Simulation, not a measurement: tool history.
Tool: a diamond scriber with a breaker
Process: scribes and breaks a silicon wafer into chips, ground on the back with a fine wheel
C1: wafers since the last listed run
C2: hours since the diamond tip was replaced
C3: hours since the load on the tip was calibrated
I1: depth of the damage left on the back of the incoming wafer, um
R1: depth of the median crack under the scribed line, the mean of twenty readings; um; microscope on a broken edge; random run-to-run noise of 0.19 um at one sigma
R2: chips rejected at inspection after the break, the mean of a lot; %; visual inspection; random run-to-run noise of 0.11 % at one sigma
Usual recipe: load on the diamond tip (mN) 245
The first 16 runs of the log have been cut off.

{"run": 17, "hour": 490.2, "load on the diamond tip (mN)": 245, "C1": 45, "C2": 164.5, "C3": 1288.9, "I1": 2.97, "R1": 15.87, "R2": 3.24}
{"run": 18, "hour": 524.2, "load on the diamond tip (mN)": 268, "C1": 52, "C2": 198.5, "C3": 1322.9, "I1": 1.57, "R1": 16.54, "R2": 3.36}
{"run": 19, "hour": 540.1, "load on the diamond tip (mN)": 219, "C1": 24, "C2": 214.4, "C3": 1338.8, "I1": 2.95, "R1": 14.68, "R2": 2.64}
{"run": 20, "hour": 569.2, "load on the diamond tip (mN)": 172, "C1": 45, "C2": 243.5, "C3": 1367.9, "I1": 1.85, "R1": 13.28, "R2": 3.13}
{"hour": 605.9, "done": "load on the tip recalibrated"}
{"run": 21, "hour": 637.3, "load on the diamond tip (mN)": 245, "C1": 103, "C2": 311.6, "C3": 31.4, "I1": 2.13, "R1": 14.87, "R2": 2.3}
{"run": 22, "hour": 654.2, "load on the diamond tip (mN)": 175, "C1": 26, "C2": 328.5, "C3": 48.3, "I1": 2.36, "R1": 12.83, "R2": 4.31}
{"run": 23, "hour": 668.6, "load on the diamond tip (mN)": 272, "C1": 22, "C2": 342.9, "C3": 62.7, "I1": 2.54, "R1": 15.92, "R2": 3.01}
{"hour": 676.7, "done": "diamond tip replaced by a new one"}
{"run": 24, "hour": 699.5, "load on the diamond tip (mN)": 245, "C1": 45, "C2": 22.8, "C3": 93.6, "I1": 2.04, "R1": 15.09, "R2": 2.31}
{"run": 25, "hour": 721.0, "load on the diamond tip (mN)": 245, "C1": 33, "C2": 44.3, "C3": 115.1, "I1": 2.61, "R1": 15.37, "R2": 2.41}
{"run": 26, "hour": 748.8, "load on the diamond tip (mN)": 245, "C1": 43, "C2": 72.1, "C3": 142.9, "I1": 1.52, "R1": 15.31, "R2": 1.97}
{"run": 27, "hour": 777.5, "load on the diamond tip (mN)": 203, "C1": 44, "C2": 100.8, "C3": 171.6, "I1": 1.8, "R1": 14.15, "R2": 2.18}
{"run": 28, "hour": 809.3, "load on the diamond tip (mN)": 218, "C1": 49, "C2": 132.6, "C3": 203.4, "I1": 1.9, "R1": 14.55, "R2": 2.03}
{"run": 29, "hour": 825.1, "load on the diamond tip (mN)": 311, "C1": 24, "C2": 148.4, "C3": 219.2, "I1": 2.94, "R1": 16.95, "R2": 5.77}
{"run": 30, "hour": 843.8, "load on the diamond tip (mN)": 245, "C1": 29, "C2": 167.1, "C3": 237.9, "I1": 2.5, "R1": 15.11, "R2": 2.47}
{"run": 31, "hour": 856.1, "load on the diamond tip (mN)": 177, "C1": 19, "C2": 179.4, "C3": 250.2, "I1": 1.79, "R1": 13.34, "R2": 3.23}
{"run": 32, "hour": 877.4, "load on the diamond tip (mN)": 306, "C1": 33, "C2": 200.7, "C3": 271.5, "I1": 1.74, "R1": 16.75, "R2": 5.15}

Alternative continuations, all from the tool just after run 32; predict every row:
{"run": "A", "hour": 878.1, "load on the diamond tip (mN)": 245, "C1": 1, "C2": 201.4, "C3": 272.2, "I1": 2.55, "R1": "?", "R2": "?"}
{"run": "B", "hour": 878.1, "load on the diamond tip (mN)": 214, "C1": 1, "C2": 201.4, "C3": 272.2, "I1": 2.55, "R1": "?", "R2": "?"}
{"run": "C", "hour": 878.1, "load on the diamond tip (mN)": 292, "C1": 1, "C2": 201.4, "C3": 272.2, "I1": 2.55, "R1": "?", "R2": "?"}
{"run": "D", "hour": 878.1, "load on the diamond tip (mN)": 315, "C1": 1, "C2": 201.4, "C3": 272.2, "I1": 2.55, "R1": "?", "R2": "?"}

run=A R1=15.32 R2=2.74
run=B R1=14.42 R2=2.5
run=C R1=16.63 R2=4.84
run=D R1=17.26 R2=6.41
Had the tool no hidden state, the same runs would have come out as:
run=A R1=14.59 R2=2.46
run=B R1=13.73 R2=3.12
run=C R1=15.84 R2=3.35
run=D R1=16.43 R2=4.4

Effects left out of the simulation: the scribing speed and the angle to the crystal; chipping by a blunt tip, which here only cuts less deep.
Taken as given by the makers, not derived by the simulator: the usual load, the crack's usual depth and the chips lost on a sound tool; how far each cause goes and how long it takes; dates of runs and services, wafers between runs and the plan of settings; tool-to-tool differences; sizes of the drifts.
